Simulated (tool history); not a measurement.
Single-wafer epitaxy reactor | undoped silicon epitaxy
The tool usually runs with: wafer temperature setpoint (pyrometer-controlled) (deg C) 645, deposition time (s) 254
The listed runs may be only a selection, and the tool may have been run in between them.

run	hour	wafer temperature setpoint (pyrometer-controlled) (deg C)	deposition time (s)	read-back reference wafer on the same gauge, thickness_nm	mean film thickness on the monitor wafer (Å)
1	0.0	642	235	40.076	354.06
2	15.1	645	230	40.017	368.93
3	38.4	645	230	39.906	369.62
4	64.9	645	254	39.858	404.22
5	99.4	645	254	39.852	404.47
6	115.6	645	224	39.846	356.85
7	212.7	645	224	39.703	356.90
8	244.1	653	234	39.623	430.21
9	270.1	645	254	39.612	401.93
10	290.8	645	214	39.561	341.14
11	307.3	645	214	39.531	337.57
12	328.6	645	254	39.542	399.86
13	364.5	650	284	39.446	495.31
# hour 378.0: gauge calibrated
# hour 378.4: pyrometer calibrated
14	386.3	645	208	40.171	335.87
15	413.9	645	254	40.149	403.55
16	496.2	657	241	40.022	488.14
17	513.4	645	254	39.951	408.36
18	615.0	652	254	39.851	461.44
19	639.7	649	287	39.806	495.07
20	659.6	645	254	39.809	404.50
21	674.4	634	238	39.870	304.00
22	702.6	631	254	39.732	304.81
23	734.9	638	211	39.689	291.21
24	761.9	645	254	39.555	403.55
25	785.2	655	277	39.626	531.65

Alternative continuations, all from the tool just after run 25; predict every row:
A	785.7	656	254	?	?
B	785.7	639	287	?	?
C	785.7	631	275	?	?
D	785.7	641	269	?	?
E	785.7	630	219	?	?

run	read-back reference wafer on the same gauge, thickness_nm	mean film thickness on the monitor wafer (Å)
A	39.515	501.52
B	39.515	408.23
C	39.515	333.96
D	39.515	397.90
E	39.515	260.71
The same runs, with their run-to-run variation unchanged, on a tool lacking any hidden condition would have given:
run	mean film thickness on the monitor wafer (Å)
A	509.43
B	414.67
C	339.24
D	404.18
E	264.82

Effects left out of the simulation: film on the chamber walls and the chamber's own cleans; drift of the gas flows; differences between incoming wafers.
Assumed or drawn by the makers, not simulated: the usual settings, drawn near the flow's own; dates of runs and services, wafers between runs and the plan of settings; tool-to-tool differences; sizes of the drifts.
